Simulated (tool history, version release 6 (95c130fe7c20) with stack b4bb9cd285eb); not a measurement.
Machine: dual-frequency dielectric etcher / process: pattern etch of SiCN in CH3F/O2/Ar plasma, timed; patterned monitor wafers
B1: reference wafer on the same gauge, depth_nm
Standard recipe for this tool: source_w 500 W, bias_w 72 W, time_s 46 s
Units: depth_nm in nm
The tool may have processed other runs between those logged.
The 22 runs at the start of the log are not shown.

run 23 hour=590.9 | source_w=500 bias_w=81 time_s=36 | B1=16.49 | depth_nm=15.7
run 24 hour=607.5 | source_w=540 bias_w=58 time_s=46 | B1=16.51 | depth_nm=18.39
run 25 hour=638.4 | source_w=420 bias_w=67 time_s=39 | B1=16.5 | depth_nm=15.23
run 26 hour=664.8 | source_w=500 bias_w=72 time_s=46 | B1=16.5 | depth_nm=19.22
run 27 hour=687.9 | source_w=500 bias_w=86 time_s=46 | B1=16.51 | depth_nm=20.44
run 28 hour=705.7 | source_w=400 bias_w=65 time_s=58.5 | B1=16.5 | depth_nm=22.34
run 29 hour=733.5 | source_w=620 bias_w=63 time_s=33.5 | B1=16.5 | depth_nm=14.25
run 30 hour=786.3 | source_w=380 bias_w=80 time_s=50.5 | B1=16.51 | depth_nm=20.31
run 31 hour=808.5 | source_w=500 bias_w=77 time_s=42.5 | B1=16.5 | depth_nm=18.13

Consider 3 possible next runs. They are alternatives, not a sequence: every one starts from the tool as it was left by run 31. What does each give?
run A hour=808.9 | source_w=500 bias_w=64 time_s=46 | B1=? | depth_nm=?
run B hour=808.9 | source_w=610 bias_w=82 time_s=34.5 | B1=? | depth_nm=?
run C hour=808.9 | source_w=440 bias_w=63 time_s=40.5 | B1=? | depth_nm=?

run=A B1=16.51 depth_nm=18.49
run=B B1=16.51 depth_nm=15.88
run=C B1=16.51 depth_nm=15.65
Without the tool's unlogged condition, the same runs would have read:
run=A depth_nm=18.67
run=B depth_nm=16.03
run=C depth_nm=15.8
